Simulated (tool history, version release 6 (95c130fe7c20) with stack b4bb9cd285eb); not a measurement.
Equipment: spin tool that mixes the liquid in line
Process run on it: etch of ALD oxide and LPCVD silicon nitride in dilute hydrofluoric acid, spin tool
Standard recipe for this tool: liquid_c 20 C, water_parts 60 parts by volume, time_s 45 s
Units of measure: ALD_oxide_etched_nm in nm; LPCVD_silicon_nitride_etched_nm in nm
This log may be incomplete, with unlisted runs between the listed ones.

| run | day | liquid_c | water_parts | time_s | read-back film thickness of the ALD oxide reference wafer, read on the same gauge (nm) | read-back film thickness of the LPCVD silicon nitride reference wafer, read on the same gauge (nm) | ALD_oxide_etched_nm | LPCVD_silicon_nitride_etched_nm |
|---|---|---|---|---|---|---|---|---|
| 1 | 0 | 20 | 60 | 45 | 109.45 | 129.339 | 20.2 | 0.296 |
| 2 | 1.288 | 20 | 60 | 45 | 109.32 | 129.192 | 20.3 | 0.239 |
| 3 | 2.521 | 20 | 60 | 45 | 109.21 | 129.042 | 20.22 | 0.219 |
| 4 | 10.696 | 20 | 60 | 45 | 108.26 | 127.994 | 20.22 | 0.266 |
| 5 | 13.088 | 20 | 60 | 45 | 107.96 | 127.588 | 19.77 | 0.265 |
| 6 | 15.571 | 18.5 | 60 | 45 | 107.59 | 127.122 | 18.68 | 0.222 |
|  | 16.171 | hydrofluoric acid flow meter replaced |
| 7 | 19.292 | 18.5 | 60 | 45 | 106.98 | 126.473 | 18.33 | 0.189 |
| 8 | 23.917 | 18.5 | 60 | 45 | 106.14 | 125.466 | 18.18 | 0.204 |
| 9 | 25.233 | 20 | 60 | 45 | 105.88 | 125.124 | 19.4 | 0.264 |
| 10 | 28.017 | 20 | 60 | 45 | 105.29 | 124.41 | 19.26 | 0.238 |
| 11 | 29.042 | 20 | 60 | 45 | 105.07 | 124.197 | 19.42 | 0.225 |
|  | 31.942 | gauge calibrated |
| 12 | 32.012 | 20 | 50 | 65 | 110.42 | 130.567 | 35.59 | 0.433 |
| 13 | 33.438 | 18 | 35 | 55 | 110.47 | 130.553 | 40.25 | 0.526 |
| 14 | 35.221 | 17 | 70 | 55 | 110.41 | 130.441 | 18.57 | 0.204 |
|  | 35.646 | thermometer replaced |
|  | 36.067 | hydrofluoric acid flow meter replaced |
| 15 | 37.992 | 20 | 60 | 30 | 110.39 | 130.433 | 13.73 | 0.176 |
| 16 | 39.179 | 20 | 60 | 45 | 110.3 | 130.365 | 20.36 | 0.28 |
| 17 | 40.638 | 20 | 45 | 45 | 110.23 | 130.34 | 27.66 | 0.309 |
| 18 | 42.996 | 23 | 60 | 60 | 110.13 | 130.177 | 30.62 | 0.48 |
| 19 | 45.721 | 20 | 60 | 35 | 110.01 | 129.976 | 15.79 | 0.228 |
| 20 | 47.896 | 23.5 | 45 | 45 | 109.82 | 129.764 | 32.28 | 0.409 |

Here are 5 independent what-if runs from the current tool condition. What would each one return?
| A | 47.912 | 20 | 60 | 25 | ? | ? | ? | ? |
| B | 47.912 | 17 | 60 | 45 | ? | ? | ? | ? |
| C | 47.912 | 20 | 70 | 45 | ? | ? | ? | ? |
| D | 47.912 | 24.5 | 90 | 40 | ? | ? | ? | ? |
| E | 47.912 | 21.5 | 60 | 45 | ? | ? | ? | ? |

| run | read-back film thickness of the ALD oxide reference wafer, read on the same gauge (nm) | read-back film thickness of the LPCVD silicon nitride reference wafer, read on the same gauge (nm) | ALD_oxide_etched_nm | LPCVD_silicon_nitride_etched_nm |
|---|---|---|---|---|
| A | 109.83 | 129.805 | 11.12 | 0.144 |
| B | 109.83 | 129.805 | 17.61 | 0.21 |
| C | 109.83 | 129.805 | 16.96 | 0.223 |
| D | 109.83 | 129.805 | 13.75 | 0.21 |
| E | 109.83 | 129.805 | 21.32 | 0.288 |
Take away the tool's hidden state, keep each run's random variation, and the runs would have read:
| run | ALD_oxide_etched_nm | LPCVD_silicon_nitride_etched_nm |
|---|---|---|
| A | 11.14 | 0.144 |
| B | 17.64 | 0.211 |
| C | 16.98 | 0.224 |
| D | 13.77 | 0.21 |
| E | 21.35 | 0.288 |
